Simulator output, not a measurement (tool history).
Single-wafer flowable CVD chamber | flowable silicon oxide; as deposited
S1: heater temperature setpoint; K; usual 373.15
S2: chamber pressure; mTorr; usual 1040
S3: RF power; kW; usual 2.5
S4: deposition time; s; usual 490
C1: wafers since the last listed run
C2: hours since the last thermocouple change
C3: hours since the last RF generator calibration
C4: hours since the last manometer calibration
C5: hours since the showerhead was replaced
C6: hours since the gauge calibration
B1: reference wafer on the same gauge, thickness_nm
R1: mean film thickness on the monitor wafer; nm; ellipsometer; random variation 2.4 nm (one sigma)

| run | day | S1 | S2 | S3 | S4 | C1 | C2 | C3 | C4 | C5 | C6 | B1 | R1 |
|---|---|---|---|---|---|---|---|---|---|---|---|---|---|
| 1 | 0 | 373.15 | 1040 | 2.5 | 490 | 0 | 1731.3 | 362.6 | 1429 | 2366.3 | 2031 | 479.767 | 520.227 |
| 2 | 2.983 | 373.15 | 1040 | 2.5 | 490 | 363 | 1802.9 | 434.2 | 1500.6 | 2437.9 | 2102.6 | 479.453 | 511.605 |
| 3 | 4.846 | 373.15 | 1040 | 2.5 | 490 | 227 | 1847.6 | 478.9 | 1545.3 | 2482.6 | 2147.3 | 479.041 | 519.993 |
| 4 | 9.029 | 379.15 | 1040 | 2.5 | 490 | 510 | 1948 | 579.3 | 1645.7 | 2583 | 2247.7 | 478.448 | 410.064 |
| 5 | 12.408 | 379.15 | 1040 | 2.5 | 490 | 412 | 2029.1 | 660.4 | 1726.8 | 2664.1 | 2328.8 | 477.491 | 407.153 |
| 6 | 14.758 | 379.15 | 1040 | 2.5 | 490 | 286 | 2085.5 | 716.8 | 1783.2 | 2720.5 | 2385.2 | 479.426 | 405.873 |
| 7 | 22.596 | 377.15 | 1040 | 2.5 | 490 | 956 | 2273.6 | 904.9 | 1971.3 | 2908.6 | 2573.3 | 479.004 | 437.025 |
|  | 24.638 | thermocouple changed; heater temperature recalibrated |
| 8 | 33.842 | 373.15 | 1040 | 2.5 | 490 | 1331 | 220.9 | 1174.8 | 2241.2 | 3178.5 | 2843.2 | 479.454 | 475.312 |
| 9 | 35.721 | 373.15 | 1040 | 2.5 | 490 | 229 | 266 | 1219.9 | 2286.3 | 3223.6 | 2888.3 | 479.194 | 473.034 |
|  | 36.942 | capacitance manometer re-zeroed and calibrated |
| 10 | 38.15 | 373.15 | 800 | 2.915 | 587 | 255 | 324.3 | 1278.2 | 29 | 3281.9 | 2946.6 | 479.485 | 472.443 |
|  | 39.358 | showerhead replaced |
| 11 | 39.858 | 373.15 | 1040 | 2.5 | 490 | 167 | 365.3 | 1319.2 | 70 | 12 | 2987.6 | 479.708 | 506.444 |
| 12 | 43.575 | 388.15 | 1190 | 2.995 | 533 | 453 | 454.5 | 1408.4 | 159.2 | 101.2 | 3076.8 | 479.244 | 364.471 |
| 13 | 45.267 | 368.15 | 1040 | 2.5 | 398 | 206 | 495.1 | 1449 | 199.8 | 141.8 | 3117.4 | 478.928 | 498.525 |
| 14 | 48.988 | 373.15 | 1040 | 2.5 | 454 | 453 | 584.4 | 1538.3 | 289.1 | 231.1 | 3206.7 | 479.012 | 477.532 |
| 15 | 51.362 | 373.15 | 1040 | 2.88 | 581 | 289 | 641.4 | 1595.3 | 346.1 | 288.1 | 3263.7 | 479.934 | 615.155 |
| 16 | 54.279 | 380.15 | 1220 | 2.865 | 412 | 355 | 711.4 | 1665.3 | 416.1 | 358.1 | 3333.7 | 479.448 | 390.334 |
| 17 | 57.667 | 373.15 | 1220 | 2.5 | 490 | 413 | 792.7 | 1746.6 | 497.4 | 439.4 | 3415 | 479.8 | 598.247 |
|  | 58.433 | gauge calibrated |
| 18 | 61.308 | 373.15 | 870 | 2.5 | 395 | 444 | 880.1 | 1834 | 584.8 | 526.8 | 69 | 479.257 | 346.358 |
|  | 63.625 | RF generator calibrated |
| 19 | 64.021 | 373.15 | 1140 | 2.195 | 556 | 290 | 945.2 | 9.5 | 649.9 | 591.9 | 134.1 | 478.843 | 633.194 |
| 20 | 68.396 | 367.15 | 880 | 2.145 | 584 | 533 | 1050.2 | 114.5 | 754.9 | 696.9 | 239.1 | 478.134 | 637.994 |
| 21 | 75.833 | 373.15 | 1040 | 2.5 | 490 | 907 | 1228.7 | 293 | 933.4 | 875.4 | 417.6 | 480.216 | 517.233 |
| 22 | 78.592 | 383.15 | 900 | 2.915 | 490 | 336 | 1294.9 | 359.2 | 999.6 | 941.6 | 483.8 | 478.393 | 308.868 |
| 23 | 82.658 | 386.15 | 920 | 2.5 | 490 | 496 | 1392.5 | 456.8 | 1097.2 | 1039.2 | 581.4 | 478.776 | 277.243 |
| 24 | 84.462 | 382.15 | 860 | 2.785 | 453 | 220 | 1435.8 | 500.1 | 1140.5 | 1082.5 | 624.7 | 478.784 | 281.13 |
| 25 | 89.492 | 387.15 | 880 | 2.16 | 448 | 613 | 1556.5 | 620.8 | 1261.2 | 1203.2 | 745.4 | 478.968 | 231.991 |
| 26 | 93.371 | 373.15 | 1040 | 2.5 | 490 | 473 | 1649.6 | 713.9 | 1354.3 | 1296.3 | 838.5 | 479.178 | 513.944 |
| 27 | 95.117 | 373.15 | 900 | 2.225 | 490 | 213 | 1691.5 | 755.8 | 1396.2 | 1338.2 | 880.4 | 479.41 | 438.859 |

The same runs without the tool's hidden state, with the same run-to-run variation:
The hidden state here: wafer temperature above the value expected at the setpoint (K); delivered RF power above the setpoint (%); true pressure above the setpoint (%); gauge reads high (%).
| run | R1 |
|---|---|
| 1 | 498.852 |
| 2 | 491.284 |
| 3 | 499.826 |
| 4 | 394.497 |
| 5 | 392.545 |
| 6 | 391.944 |
| 7 | 424.214 |
| 8 | 495.022 |
| 9 | 492.302 |
| 10 | 462.292 |
| 11 | 494.477 |
| 12 | 354.879 |
| 13 | 483.35 |
| 14 | 461.857 |
| 15 | 593.844 |
| 16 | 375.764 |
| 17 | 575.118 |
| 18 | 332.477 |
| 19 | 607.017 |
| 20 | 610.035 |
| 21 | 495.133 |
| 22 | 296.064 |
| 23 | 266.189 |
| 24 | 269.417 |
| 25 | 223.195 |
| 26 | 493.728 |
| 27 | 421.893 |
